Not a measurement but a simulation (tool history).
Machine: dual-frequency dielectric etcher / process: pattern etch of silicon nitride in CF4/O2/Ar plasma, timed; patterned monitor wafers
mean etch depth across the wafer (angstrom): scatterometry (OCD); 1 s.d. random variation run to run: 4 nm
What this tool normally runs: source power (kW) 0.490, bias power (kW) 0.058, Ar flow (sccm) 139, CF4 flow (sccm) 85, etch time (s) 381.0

run,hour,source power (kW),bias power (kW),Ar flow (sccm),CF4 flow (sccm),etch time (s),"read-back reference wafer on the same gauge, depth_nm",mean etch depth across the wafer (angstrom)
1,0.0,0.490,0.058,139,85,381.0,811.7,7174
# hour 88.8: gauge calibrated
2,104.4,0.600,0.065,139,71,421.0,812.0,9851
3,162.4,0.490,0.058,139,85,381.0,812.1,7216
# hour 208.8: CF4 flow controller replaced
4,248.2,0.490,0.058,109,85,381.0,813.1,7170
# hour 276.5: upper electrode replaced
5,340.0,0.490,0.058,139,99,297.0,811.6,5590
6,396.9,0.530,0.070,106,75,381.0,813.7,8208
# hour 416.9: Ar flow controller replaced
7,447.0,0.490,0.058,139,85,479.5,812.6,8879
8,488.3,0.490,0.058,171,96,307.0,810.5,5672
# hour 516.6: source power generator calibrated
# hour 526.6: bias power generator calibrated
9,527.1,0.490,0.058,139,85,381.0,812.0,6955
# hour 560.5: wet clean of the chamber
10,569.8,0.490,0.044,139,85,488.5,812.2,8308
11,611.5,0.490,0.058,139,85,381.0,812.6,7188
12,674.6,0.490,0.058,139,85,381.0,810.4,7115
13,728.1,0.490,0.058,139,85,317.5,810.3,6018
14,818.9,0.490,0.058,124,85,381.0,813.5,7160
15,904.2,0.490,0.058,153,70,381.0,811.6,6769
16,1053.0,0.490,0.058,139,85,381.0,813.4,7004
17,1123.7,0.490,0.058,139,85,324.0,810.9,5938
# hour 1179.4: wet clean of the chamber
18,1179.9,0.490,0.058,156,102,331.5,813.0,6389
19,1213.7,0.490,0.058,139,85,488.0,813.8,9219
20,1263.7,0.490,0.046,162,90,294.5,813.3,5088
21,1362.8,0.490,0.053,139,85,381.0,811.9,6914

Consider 4 possible next runs. They are alternatives, not a sequence: every one starts from the tool as it was left by run 21. What does each give?
A,1363.3,0.490,0.058,139,85,381.0,?,?
B,1363.3,0.490,0.058,106,85,381.0,?,?
C,1363.3,0.490,0.058,154,99,309.5,?,?
D,1363.3,0.410,0.053,139,103,294.0,?,?

run,"read-back reference wafer on the same gauge, depth_nm",mean etch depth across the wafer (angstrom)
A,812.4,7166
B,812.4,7301
C,812.4,5941
D,812.4,4567
Take away the tool's hidden state, keep each run's random variation, and the runs would have read:
run,mean etch depth across the wafer (angstrom)
A,7228
B,7364
C,5992
D,4607

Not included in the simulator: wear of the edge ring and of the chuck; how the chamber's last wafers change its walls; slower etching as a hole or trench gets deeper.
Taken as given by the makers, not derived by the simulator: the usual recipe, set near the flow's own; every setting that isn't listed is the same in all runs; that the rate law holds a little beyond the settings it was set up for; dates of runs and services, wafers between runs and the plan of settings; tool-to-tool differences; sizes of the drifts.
